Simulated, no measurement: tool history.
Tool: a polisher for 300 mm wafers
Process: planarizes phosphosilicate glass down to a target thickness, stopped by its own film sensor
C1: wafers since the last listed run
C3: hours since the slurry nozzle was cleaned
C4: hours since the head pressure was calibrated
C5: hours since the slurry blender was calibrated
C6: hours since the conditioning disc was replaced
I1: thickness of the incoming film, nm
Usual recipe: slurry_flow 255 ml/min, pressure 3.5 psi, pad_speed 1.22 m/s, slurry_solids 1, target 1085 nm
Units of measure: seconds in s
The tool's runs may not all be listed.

{"run": 1, "hour": 0.0, "slurry_flow": 290, "pressure": 3.5, "pad_speed": 1.54, "slurry_solids": 1, "target": 1085, "C1": 0, "wafers polished on this pad": 1277, "C3": 404.3, "C4": 286.4, "C5": 35.5, "C6": 55.2, "I1": 1991.3, "seconds": 73.2}
{"hour": 5.6, "done": "worn pad replaced by a new one"}
{"run": 2, "hour": 32.9, "slurry_flow": 255, "pressure": 3.5, "pad_speed": 1.22, "slurry_solids": 1, "target": 1085, "C1": 260, "wafers polished on this pad": 246, "C3": 437.2, "C4": 319.3, "C5": 68.4, "C6": 88.1, "I1": 2023.1, "seconds": 91.1}
{"run": 3, "hour": 67.2, "slurry_flow": 255, "pressure": 3.5, "pad_speed": 1.22, "slurry_solids": 1, "target": 1085, "C1": 308, "wafers polished on this pad": 554, "C3": 471.5, "C4": 353.6, "C5": 102.7, "C6": 122.4, "I1": 2045.6, "seconds": 94.3}
{"run": 4, "hour": 99.6, "slurry_flow": 220, "pressure": 3.5, "pad_speed": 1.22, "slurry_solids": 1, "target": 1085, "C1": 291, "wafers polished on this pad": 846, "C3": 503.9, "C4": 386, "C5": 135.1, "C6": 154.8, "I1": 2034.3, "seconds": 94.8}
{"run": 5, "hour": 118.5, "slurry_flow": 255, "pressure": 3.5, "pad_speed": 1.22, "slurry_solids": 1, "target": 1085, "C1": 170, "wafers polished on this pad": 1016, "C3": 522.8, "C4": 404.9, "C5": 154, "C6": 173.7, "I1": 2020.1, "seconds": 92.7}
{"run": 6, "hour": 150.6, "slurry_flow": 255, "pressure": 3.5, "pad_speed": 1.22, "slurry_solids": 1, "target": 1085, "C1": 288, "wafers polished on this pad": 1305, "C3": 554.9, "C4": 437, "C5": 186.1, "C6": 205.8, "I1": 2044.5, "seconds": 96.1}
{"hour": 164.5, "done": "worn pad replaced by a new one"}
{"run": 7, "hour": 184.5, "slurry_flow": 255, "pressure": 3.5, "pad_speed": 1.22, "slurry_solids": 1, "target": 1085, "C1": 269, "wafers polished on this pad": 180, "C3": 588.8, "C4": 470.9, "C5": 220, "C6": 239.7, "I1": 2044, "seconds": 92.9}
{"run": 8, "hour": 213.1, "slurry_flow": 300, "pressure": 3.5, "pad_speed": 1.22, "slurry_solids": 0.8, "target": 1085, "C1": 257, "wafers polished on this pad": 437, "C3": 617.4, "C4": 499.5, "C5": 248.6, "C6": 268.3, "I1": 2006.3, "seconds": 106.3}
{"run": 9, "hour": 229.9, "slurry_flow": 255, "pressure": 3.5, "pad_speed": 0.94, "slurry_solids": 1, "target": 891, "C1": 151, "wafers polished on this pad": 588, "C3": 634.2, "C4": 516.3, "C5": 265.4, "C6": 285.1, "I1": 2045.7, "seconds": 137.8}
{"hour": 233.7, "done": "slurry blender recalibrated"}
{"hour": 243.8, "done": "slurry nozzle cleaned"}
{"run": 10, "hour": 248.0, "slurry_flow": 255, "pressure": 4, "pad_speed": 1.22, "slurry_solids": 1, "target": 1085, "C1": 135, "wafers polished on this pad": 724, "C3": 4.2, "C4": 534.4, "C5": 14.3, "C6": 303.2, "I1": 2041, "seconds": 81.4}
{"run": 11, "hour": 282.1, "slurry_flow": 310, "pressure": 3.5, "pad_speed": 1.22, "slurry_solids": 0.75, "target": 1085, "C1": 306, "wafers polished on this pad": 1031, "C3": 38.3, "C4": 568.5, "C5": 48.4, "C6": 337.3, "I1": 2030.5, "seconds": 118.2}
{"hour": 290.2, "done": "head pressure recalibrated"}
{"hour": 297.9, "done": "worn pad replaced by a new one"}
{"run": 12, "hour": 305.5, "slurry_flow": 255, "pressure": 3.5, "pad_speed": 1.22, "slurry_solids": 1, "target": 827, "C1": 156, "wafers polished on this pad": 68, "C3": 61.7, "C4": 15.3, "C5": 71.8, "C6": 360.7, "I1": 2025.8, "seconds": 118}
{"run": 13, "hour": 336.0, "slurry_flow": 300, "pressure": 3.5, "pad_speed": 1.22, "slurry_solids": 0.8, "target": 1085, "C1": 274, "wafers polished on this pad": 343, "C3": 92.2, "C4": 45.8, "C5": 102.3, "C6": 391.2, "I1": 2038.5, "seconds": 110.5}
{"hour": 350.7, "done": "conditioning disc replaced and pad reconditioned"}
{"run": 14, "hour": 371.0, "slurry_flow": 255, "pressure": 2.7, "pad_speed": 1.6, "slurry_solids": 0.9, "target": 1168, "C1": 297, "wafers polished on this pad": 640, "C3": 127.2, "C4": 80.8, "C5": 137.3, "C6": 20.3, "I1": 2032, "seconds": 94.4}
{"run": 15, "hour": 401.5, "slurry_flow": 255, "pressure": 3.5, "pad_speed": 1.36, "slurry_solids": 1, "target": 1085, "C1": 274, "wafers polished on this pad": 914, "C3": 157.7, "C4": 111.3, "C5": 167.8, "C6": 50.8, "I1": 2041.4, "seconds": 85.1}
{"run": 16, "hour": 417.0, "slurry_flow": 255, "pressure": 3.5, "pad_speed": 1.22, "slurry_solids": 1, "target": 1085, "C1": 139, "wafers polished on this pad": 1054, "C3": 173.2, "C4": 126.8, "C5": 183.3, "C6": 66.3, "I1": 2033.2, "seconds": 95}
{"hour": 444.6, "done": "worn pad replaced by a new one"}
{"run": 17, "hour": 447.8, "slurry_flow": 345, "pressure": 3.5, "pad_speed": 0.86, "slurry_solids": 1, "target": 861, "C1": 241, "wafers polished on this pad": 28, "C3": 204, "C4": 157.6, "C5": 214.1, "C6": 97.1, "I1": 2005.8, "seconds": 145}

Hidden condition of the tool, last listed run before each entry between runs versus first listed run after:
In the gap between runs 1 and 2: worn pad replaced by a new one (hour 5.6)
  both runs share identical hidden conditions
In the gap between runs 6 and 7: worn pad replaced by a new one (hour 164.5)
  both runs share identical hidden conditions
In the gap between runs 9 and 10: slurry blender recalibrated (hour 233.7); slurry nozzle cleaned (hour 243.8)
  both runs share identical hidden conditions
In the gap between runs 11 and 12: head pressure recalibrated (hour 290.2); worn pad replaced by a new one (hour 297.9)
  both runs share identical hidden conditions
In the gap between runs 13 and 14: conditioning disc replaced and pad reconditioned (hour 350.7)
  both runs share identical hidden conditions
In the gap between runs 16 and 17: worn pad replaced by a new one (hour 444.6)
  both runs share identical hidden conditions
